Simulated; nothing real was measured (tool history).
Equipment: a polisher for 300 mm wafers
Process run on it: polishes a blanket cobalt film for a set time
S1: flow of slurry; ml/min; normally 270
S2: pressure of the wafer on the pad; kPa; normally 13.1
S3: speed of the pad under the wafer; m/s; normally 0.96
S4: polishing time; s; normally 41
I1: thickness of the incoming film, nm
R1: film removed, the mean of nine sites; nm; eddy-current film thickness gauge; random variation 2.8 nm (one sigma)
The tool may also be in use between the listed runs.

Run 1, hour 0: usual settings but S2 16.5 kPa; I1 1001.6. Result: R1 213.2 nm.
At hour 19.6: worn pad replaced by a new one.
Run 2, hour 50.8: usual settings but S2 16.5 kPa; I1 1026.6. Result: R1 228.6 nm.
Run 3, hour 83.2: usual settings but S2 16.5 kPa; I1 1013.1. Result: R1 218.9 nm.
Run 4, hour 93.8: usual settings but S3 1.16 m/s, S4 45 s; I1 999.5. Result: R1 217.5 nm.
Run 5, hour 110.5: usual settings but S3 0.8 m/s; I1 1028.4. Result: R1 149.9 nm.
Run 6, hour 126.1: usual settings but S3 0.8 m/s; I1 1002.9. Result: R1 146.2 nm.
At hour 136.1: worn pad replaced by a new one.
Run 7, hour 136.6: usual settings but S3 0.8 m/s; I1 1011.5. Result: R1 169.8 nm.
Run 8, hour 145.5: usual settings but S2 10.3 kPa; I1 1009.6. Result: R1 143.7 nm.
Run 9, hour 159: usual settings but S2 10.3 kPa; I1 1024.1. Result: R1 141.9 nm.
Run 10, hour 174.5: usual settings but S2 10.3 kPa; I1 1024.4. Result: R1 137.5 nm.
Run 11, hour 182.9: usual settings but S2 11 kPa; I1 1017. Result: R1 146.1 nm.
At hour 185.3: slurry nozzle cleaned.
Run 12, hour 194.8: usual settings but S2 11 kPa; I1 991.2. Result: R1 144.9 nm.
Run 13, hour 212.3: usual settings; I1 1011.8. Result: R1 165.1 nm.
Run 14, hour 225.4: usual settings; I1 1001.5. Result: R1 171 nm.
At hour 228.9: head pressure recalibrated.
Run 15, hour 232.4: usual settings; I1 1003.8. Result: R1 170.1 nm.
Run 16, hour 255.9: usual settings but S1 335 ml/min, S2 15.2 kPa, S3 1.2 m/s, S4 45 s; I1 1011.7. Result: R1 255.2 nm.
At hour 264.1: worn pad replaced by a new one.
Run 17, hour 266: usual settings but S4 55 s; I1 1022. Result: R1 249.1 nm.
Run 18, hour 280.1: usual settings but S3 1.1 m/s; I1 993.4. Result: R1 202 nm.
Run 19, hour 291.6: usual settings but S4 35 s; I1 1026.1. Result: R1 155.7 nm.
Run 20, hour 303.8: usual settings but S1 220 ml/min, S2 9 kPa, S3 0.74 m/s, S4 35 s; I1 1007.6. Result: R1 85.4 nm.
Run 21, hour 318.7: usual settings but S1 220 ml/min, S3 0.64 m/s, S4 55 s; I1 1017.7. Result: R1 174.9 nm.
Run 22, hour 332.1: usual settings but S1 190 ml/min, S2 10.3 kPa, S3 0.68 m/s, S4 36 s; I1 1023.8. Result: R1 91.4 nm.
Run 23, hour 344.6: usual settings but S2 14.5 kPa; I1 1013. Result: R1 187 nm.
Run 24, hour 355.6: usual settings but S2 11.7 kPa, S3 0.7 m/s, S4 30 s; I1 1003.5. Result: R1 88.9 nm.
Run 25, hour 363.3: usual settings but S1 355 ml/min, S4 27 s; I1 1018. Result: R1 116.2 nm.
Run 26, hour 372.6: usual settings; I1 1002.1. Result: R1 168.7 nm.
At hour 381.4: worn pad replaced by a new one.
Run 27, hour 387.3: usual settings but S3 1.16 m/s, S4 45 s; I1 1010.5. Result: R1 241.4 nm.
Run 28, hour 399.6: usual settings but S2 11.7 kPa; I1 1016.9. Result: R1 158.8 nm.
Run 29, hour 417.3: usual settings but S2 9.7 kPa, S3 0.84 m/s, S4 55 s; I1 1002.9. Result: R1 159.3 nm.
Run 30, hour 425.2: usual settings; I1 1027.5. Result: R1 172.5 nm.
At hour 432.3: slurry nozzle cleaned.
Run 31, hour 439.8: usual settings but S1 245 ml/min, S2 11 kPa, S3 0.84 m/s; I1 1020. Result: R1 129.8 nm.
Run 32, hour 453.6: usual settings but S1 315 ml/min, S3 0.66 m/s, S4 36 s; I1 1000.4. Result: R1 116.5 nm.
Run 33, hour 470.3: usual settings but S2 17.2 kPa, S3 0.82 m/s; I1 1031.8. Result: R1 196.5 nm.
Run 34, hour 484.5: usual settings but S1 240 ml/min, S2 9 kPa, S3 1.06 m/s, S4 50 s; I1 1000.6. Result: R1 146.3 nm.
Run 35, hour 497.7: usual settings but S2 17.2 kPa, S3 0.66 m/s, S4 33 s; I1 1026.6. Result: R1 137.7 nm.
At hour 509.9: worn pad replaced by a new one.
Run 36, hour 545.5: usual settings; I1 1028.1. Result: R1 174.1 nm.
Run 37, hour 561.4: usual settings; I1 1017.6. Result: R1 176.7 nm.
Run 38, hour 568.5: usual settings; I1 1015.3. Result: R1 166.2 nm.

The tool's hidden state at each run:
slurry flow missing at the pad, %: 0 in every run
deviation of the head's pressure from its setpoint, %: 0 in every run
H1: removal rate lost through wear of the pad, %
run     H1
  1   11.8
  2   6.82
  3   9.93
  4   10.5
  5   11.2
  6   11.7
  7   1.12
  8   3.34
  9   5.95
 10    8.1
 11   8.99
 12   9.98
 13     11
 14   11.6
 15   11.8
 16   12.4
 17  0.974
 18    4.2
 19   6.15
 20   7.73
 21   9.14
 22   10.1
 23   10.7
 24   11.1
 25   11.4
 26   11.6
 27   3.37
 28   5.98
 29   8.65
 30   9.53
 31   10.8
 32   11.7
 33   12.4
 34   12.8
 35   13.1
 36   7.55
 37   9.19
 38   9.75
